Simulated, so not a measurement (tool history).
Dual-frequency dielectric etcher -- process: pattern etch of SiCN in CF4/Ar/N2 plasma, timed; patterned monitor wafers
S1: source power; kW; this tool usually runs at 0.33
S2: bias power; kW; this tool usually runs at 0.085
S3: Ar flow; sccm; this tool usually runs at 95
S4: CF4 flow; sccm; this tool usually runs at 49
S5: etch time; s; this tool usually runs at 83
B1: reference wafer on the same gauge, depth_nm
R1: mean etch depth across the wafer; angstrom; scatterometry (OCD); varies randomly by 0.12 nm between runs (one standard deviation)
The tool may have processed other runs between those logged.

{"run": 1, "day": 0.0, "S1": 0.33, "S2": 0.085, "S3": 95, "S4": 49, "S5": 71, "B1": 47.3, "R1": 456}
{"run": 2, "day": 1.196, "S1": 0.33, "S2": 0.085, "S3": 95, "S4": 49, "S5": 83, "B1": 47.2, "R1": 534}
{"run": 3, "day": 2.346, "S1": 0.33, "S2": 0.085, "S3": 95, "S4": 49, "S5": 83, "B1": 47.2, "R1": 534}
{"run": 4, "day": 3.754, "S1": 0.33, "S2": 0.085, "S3": 95, "S4": 49, "S5": 83, "B1": 47.2, "R1": 533}
{"day": 4.958, "done": "wet clean of the chamber"}
{"day": 5.146, "done": "Ar flow controller replaced"}
{"run": 5, "day": 5.167, "S1": 0.29, "S2": 0.085, "S3": 95, "S4": 49, "S5": 83, "B1": 47.1, "R1": 465}
{"run": 6, "day": 5.838, "S1": 0.29, "S2": 0.085, "S3": 95, "S4": 49, "S5": 83, "B1": 47.1, "R1": 463}
{"run": 7, "day": 6.658, "S1": 0.33, "S2": 0.085, "S3": 95, "S4": 49, "S5": 83, "B1": 47, "R1": 533}
{"day": 6.879, "done": "bias power generator calibrated"}
{"run": 8, "day": 7.317, "S1": 0.33, "S2": 0.085, "S3": 95, "S4": 49, "S5": 83, "B1": 47.1, "R1": 530}
{"day": 8.921, "done": "CF4 flow controller replaced"}
{"day": 9.075, "done": "upper electrode replaced"}
{"run": 9, "day": 9.096, "S1": 0.4, "S2": 0.067, "S3": 71, "S4": 49, "S5": 83, "B1": 47, "R1": 607}
{"run": 10, "day": 9.371, "S1": 0.26, "S2": 0.085, "S3": 95, "S4": 56, "S5": 83, "B1": 47, "R1": 424}
{"run": 11, "day": 9.95, "S1": 0.33, "S2": 0.085, "S3": 95, "S4": 49, "S5": 83, "B1": 47, "R1": 532}
{"day": 11.121, "done": "gauge calibrated"}
{"run": 12, "day": 11.138, "S1": 0.37, "S2": 0.092, "S3": 95, "S4": 49, "S5": 103, "B1": 47.7, "R1": 776}
{"day": 12.233, "done": "source power generator calibrated"}
{"run": 13, "day": 12.254, "S1": 0.33, "S2": 0.069, "S3": 95, "S4": 49, "S5": 67, "B1": 47.6, "R1": 396}
{"run": 14, "day": 14.021, "S1": 0.28, "S2": 0.085, "S3": 89, "S4": 49, "S5": 89.5, "B1": 47.4, "R1": 489}
{"run": 15, "day": 14.938, "S1": 0.33, "S2": 0.085, "S3": 95, "S4": 49, "S5": 83, "B1": 47.4, "R1": 533}
{"run": 16, "day": 15.588, "S1": 0.38, "S2": 0.07, "S3": 95, "S4": 42, "S5": 83, "B1": 47.4, "R1": 547}

Hidden state or all else? Some run-to-run changes of R1, split into what the settings, what came in and random variation would give without the hidden state, and what is left for the hidden state (with any gauge scatter that isn't in both results):
The tool's hidden condition here consists of: etch rate over this chamber's usual, %; source power that arrives over what is set, %; bias power that arrives over what is set, %; Ar flow that arrives over what is set, %; CF4 flow that arrives over what is set, %; gauge reads high (%).
Run 11 -> 12: S1 0.33 -> 0.37, S2 0.085 -> 0.092, S5 83 -> 103, gauge calibrated. R1 +244 angstrom: hidden state +8, all else +236.
Run 12 -> 13: S1 0.37 -> 0.33, S2 0.092 -> 0.069, S5 103 -> 67, source power generator calibrated. R1 -380 angstrom: hidden state -1, all else -379.
